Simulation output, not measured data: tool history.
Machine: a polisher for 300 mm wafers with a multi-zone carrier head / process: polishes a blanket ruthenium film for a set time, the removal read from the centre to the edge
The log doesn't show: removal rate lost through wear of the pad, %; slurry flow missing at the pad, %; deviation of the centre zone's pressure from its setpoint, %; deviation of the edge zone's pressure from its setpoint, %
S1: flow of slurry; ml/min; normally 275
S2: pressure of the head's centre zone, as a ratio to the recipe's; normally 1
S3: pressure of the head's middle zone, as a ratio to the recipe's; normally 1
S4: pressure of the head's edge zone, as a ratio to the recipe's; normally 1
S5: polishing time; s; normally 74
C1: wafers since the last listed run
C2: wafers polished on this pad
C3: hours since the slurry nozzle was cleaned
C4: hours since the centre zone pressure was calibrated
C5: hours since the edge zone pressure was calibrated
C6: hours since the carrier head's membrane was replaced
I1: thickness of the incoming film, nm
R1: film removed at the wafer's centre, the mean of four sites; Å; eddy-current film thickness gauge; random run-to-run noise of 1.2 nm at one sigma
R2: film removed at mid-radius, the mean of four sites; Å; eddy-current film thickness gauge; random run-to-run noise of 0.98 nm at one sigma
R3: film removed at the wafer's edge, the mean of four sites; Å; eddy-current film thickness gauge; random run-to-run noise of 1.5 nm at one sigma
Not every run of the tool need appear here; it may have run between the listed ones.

Run 1, hour 0: usual settings but S4 1.09; C1 0; C2 1008; C3 45.6; C4 419.8; C5 224.5; C6 1535; I1 568.2. Result: R1 919 Å, R2 946 Å, R3 966 Å.
Run 2, hour 27: usual settings but S2 1.05; C1 359; C2 1367; C3 72.6; C4 446.8; C5 251.5; C6 1562; I1 565.1. Result: R1 954 Å, R2 938 Å, R3 924 Å.
Run 3, hour 42.7: usual settings but S2 1.05; C1 209; C2 1576; C3 88.3; C4 462.5; C5 267.2; C6 1577.7; I1 567.8. Result: R1 937 Å, R2 902 Å, R3 914 Å.
At hour 56.9: carrier head's membrane replaced by a new one.
Run 4, hour 75.4: usual settings; C1 368; C2 1945; C3 121; C4 495.2; C5 299.9; C6 18.5; I1 561.4. Result: R1 883 Å, R2 907 Å, R3 889 Å.
At hour 104.3: worn pad replaced by a new one, repeated, since the last time left the tool worse.
Run 5, hour 110.7: usual settings; C1 416; C2 85; C3 156.3; C4 530.5; C5 335.2; C6 53.8; I1 560.4. Result: R1 999 Å, R2 1027 Å, R3 1048 Å.
Run 6, hour 139.5: usual settings but S3 0.91; C1 383; C2 469; C3 185.1; C4 559.3; C5 364; C6 82.6; I1 556.5. Result: R1 1018 Å, R2 956 Å, R3 1031 Å.
Run 7, hour 174.6: usual settings; C1 467; C2 936; C3 220.2; C4 594.4; C5 399.1; C6 117.7; I1 564.4. Result: R1 1002 Å, R2 1012 Å, R3 1008 Å.
At hour 179.2: slurry nozzle cleaned.
Run 8, hour 201.1: usual settings but S2 0.92; C1 339; C2 1276; C3 21.9; C4 620.9; C5 425.6; C6 144.2; I1 553.6. Result: R1 906 Å, R2 1013 Å, R3 1013 Å.
Run 9, hour 215.6: usual settings; C1 193; C2 1469; C3 36.4; C4 635.4; C5 440.1; C6 158.7; I1 554.1. Result: R1 981 Å, R2 1019 Å, R3 985 Å.
Run 10, hour 248.4: usual settings but S1 245 ml/min, S2 0.88, S4 0.95, S5 99 s; C1 436; C2 1906; C3 69.2; C4 668.2; C5 472.9; C6 191.5; I1 559.6. Result: R1 1099 Å, R2 1298 Å, R3 1265 Å.
Run 11, hour 267.7: usual settings but S2 1.05; C1 257; C2 2163; C3 88.5; C4 687.5; C5 492.2; C6 210.8; I1 556.5. Result: R1 1006 Å, R2 969 Å, R3 925 Å.
At hour 277.1: worn pad replaced by a new one.
Run 12, hour 294.5: usual settings but S4 0.89; C1 303; C2 231; C3 115.3; C4 714.3; C5 519; C6 237.6; I1 557.6. Result: R1 1000 Å, R2 1044 Å, R3 965 Å.
Run 13, hour 309.6: usual settings but S2 1.1, S4 1.06; C1 201; C2 432; C3 130.4; C4 729.4; C5 534.1; C6 252.7; I1 548.2. Result: R1 1104 Å, R2 1018 Å, R3 1073 Å.
At hour 318.4: edge zone pressure recalibrated.
Run 14, hour 341.9: usual settings; C1 403; C2 836; C3 162.7; C4 761.7; C5 23.5; C6 285; I1 553.7. Result: R1 997 Å, R2 1032 Å, R3 1027 Å.
At hour 371.4: centre zone pressure recalibrated.
At hour 382.6: slurry nozzle cleaned.
Run 15, hour 394.7: usual settings; C1 663; C2 1499; C3 12.1; C4 23.3; C5 76.3; C6 337.8; I1 551.9. Result: R1 966 Å, R2 991 Å, R3 980 Å.
At hour 415.6: worn pad replaced by a new one.
Run 16, hour 417.3: usual settings but S2 1.06, S5 89 s; C1 247; C2 22; C3 34.7; C4 45.9; C5 98.9; C6 360.4; I1 567.1. Result: R1 1283 Å, R2 1260 Å, R3 1216 Å.
Run 17, hour 435.2: usual settings but S1 350 ml/min, S3 1.09; C1 238; C2 261; C3 52.6; C4 63.8; C5 116.8; C6 378.3; I1 560.9. Result: R1 1031 Å, R2 1132 Å, R3 1037 Å.
Run 18, hour 469.9: usual settings but S1 350 ml/min, S2 1.12; C1 462; C2 723; C3 87.3; C4 98.5; C5 151.5; C6 413; I1 568.2. Result: R1 1121 Å, R2 1069 Å, R3 1043 Å.
Run 19, hour 485.8: usual settings but S5 89 s; C1 211; C2 935; C3 103.2; C4 114.4; C5 167.4; C6 428.9; I1 556.5. Result: R1 1202 Å, R2 1244 Å, R3 1239 Å.
Run 20, hour 498.4: usual settings but S1 225 ml/min; C1 167; C2 1103; C3 115.8; C4 127; C5 180; C6 441.5; I1 558.7. Result: R1 990 Å, R2 1014 Å, R3 998 Å.
Run 21, hour 573.6: usual settings but S4 0.96, S5 92 s; C1 1001; C2 2104; C3 191; C4 202.2; C5 255.2; C6 516.7; I1 561.8. Result: R1 1196 Å, R2 1220 Å, R3 1188 Å.

Some steps in R1, run to run, broken into two amounts with sign: the step expected even without the hidden condition (settings, incoming material, random variation), and the rest, left for the hidden condition together with whatever gauge scatter is not in both the measured and the hidden-condition-free result:
Run 4 -> 5: worn pad replaced by a new one, repeated, since the last time left the tool worse. R1 +116 Å: hidden state +131, all else -15.
Run 11 -> 12: S2 1.05 -> 1, S4 1 -> 0.89, worn pad replaced by a new one. R1 -6 Å: hidden state +67, all else -73.
Run 15 -> 16: S2 1 -> 1.06, S5 74 -> 89, worn pad replaced by a new one. R1 +317 Å: hidden state +34, all else +283.
Run 16 -> 17: S1 275 -> 350, S2 1.06 -> 1, S3 1 -> 1.09, S5 89 -> 74. R1 -252 Å: hidden state +0, all else -252.
